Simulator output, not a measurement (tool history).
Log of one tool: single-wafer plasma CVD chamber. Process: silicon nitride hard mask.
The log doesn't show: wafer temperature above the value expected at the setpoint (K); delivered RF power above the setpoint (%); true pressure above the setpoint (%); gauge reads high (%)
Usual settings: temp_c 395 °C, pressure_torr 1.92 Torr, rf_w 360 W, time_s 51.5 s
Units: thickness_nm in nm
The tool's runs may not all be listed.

run,hour,temp_c,pressure_torr,rf_w,time_s,wafers since the last listed run,hours since the last thermocouple change,hours since the last RF generator calibration,hours since the last manometer calibration,hours since the showerhead was replaced,hours since the gauge calibration,"read-back reference wafer on the same gauge, thickness_nm",thickness_nm
1,0,395,1.92,360,51.5,0,2259.5,531.4,390.8,5705.2,50.2,71.577,65.026
2,38.8,395,1.92,360,51.5,604,2298.3,570.2,429.6,5744,89,71.608,65.173
3,133.6,395,1.92,340,51.5,1475,2393.1,665,524.4,5838.8,183.8,71.64,62.489
4,203.3,395,1.92,360,51.5,1085,2462.8,734.7,594.1,5908.5,253.5,71.603,65.14
5,251.6,395,1.92,360,51.5,751,2511.1,783,642.4,5956.8,301.8,71.628,64.945
6,342.9,395,2.16,360,51.5,1421,2602.4,874.3,733.7,6048.1,393.1,71.626,68.291
7,394,395,1.92,360,51.5,795,2653.5,925.4,784.8,6099.2,444.2,71.532,64.724
8,438.3,395,1.92,360,51.5,689,2697.8,969.7,829.1,6143.5,488.5,71.583,64.736
9,485.9,395,1.92,360,51.5,741,2745.4,1017.3,876.7,6191.1,536.1,71.611,64.461
10,551.2,395,1.92,360,51.5,1016,2810.7,1082.6,942,6256.4,601.4,71.548,64.67
11,590.9,399,1.92,410,51.5,618,2850.4,1122.3,981.7,6296.1,641.1,71.613,70.439
12,676.1,399,1.92,410,51.5,1326,2935.6,1207.5,1066.9,6381.3,726.3,71.595,70.277
# hour 715.6: thermocouple changed; heater temperature recalibrated
13,748.7,395,1.92,360,45.7,1005,33.1,1280.1,1139.5,6453.9,798.9,71.643,56.947
14,808.9,395,1.92,340,51.5,937,93.3,1340.3,1199.7,6514.1,859.1,71.617,61.197
# hour 828.2: RF generator calibrated
15,851.2,395,1.92,420,51.5,533,135.6,23,1242,6556.4,901.4,71.605,71.26
16,1078.3,409,1.47,320,60.5,3535,362.7,250.1,1469.1,6783.5,1128.5,71.554,58.979
# hour 1121: gauge calibrated
# hour 1128.7: showerhead replaced
# hour 1148.7: capacitance manometer re-zeroed and calibrated
17,1174.4,395,1.92,360,51.5,1246,458.8,346.2,25.7,45.7,53.4,71.578,65.618
18,1264.4,399,2.39,315,45,1401,548.8,436.2,115.7,135.7,143.4,71.598,55.794
19,1361.6,395,2.3,430,51.5,1513,646,533.4,212.9,232.9,240.6,71.567,79.343
20,1410,395,1.92,390,51.5,753,694.4,581.8,261.3,281.3,289,71.588,69.398
21,1513.4,390,1.92,405,46,1609,797.8,685.2,364.7,384.7,392.4,71.621,63.85
22,1834.4,395,1.92,385,51.5,4997,1118.8,1006.2,685.7,705.7,713.4,71.575,67.975
23,1873,402,2.13,380,51.5,600,1157.4,1044.8,724.3,744.3,752,71.618,70.394
24,1969,395,1.92,340,51.5,1494,1253.4,1140.8,820.3,840.3,848,71.605,62.059
25,2046.8,395,1.92,360,51.5,1211,1331.2,1218.6,898.1,918.1,925.8,71.622,64.657
# hour 2073.6: gauge calibrated
26,2104.9,395,1.92,360,51.5,904,1389.3,1276.7,956.2,976.2,31.3,71.649,64.764
27,2142.4,395,2.22,425,57.4,583,1426.8,1314.2,993.7,1013.7,68.8,71.616,85.291

4 ways to go on from here, each from the tool as it stands after run 27. What would each give?
A,2142.8,395,2.34,360,51.5,6,1427.2,1314.6,994.1,1014.1,69.2,?,?
B,2142.8,407,2.28,360,44.1,6,1427.2,1314.6,994.1,1014.1,69.2,?,?
C,2142.8,395,2.19,360,51.5,6,1427.2,1314.6,994.1,1014.1,69.2,?,?
D,2142.8,389,2.37,360,51.5,6,1427.2,1314.6,994.1,1014.1,69.2,?,?

run,"read-back reference wafer on the same gauge, thickness_nm",thickness_nm
A,71.621,69.736
B,71.621,58.86
C,71.621,68.101
D,71.621,70.213
Without the tool's hidden state the same runs would have given:
run,thickness_nm
A,70.528
B,59.576
C,69.007
D,71.01
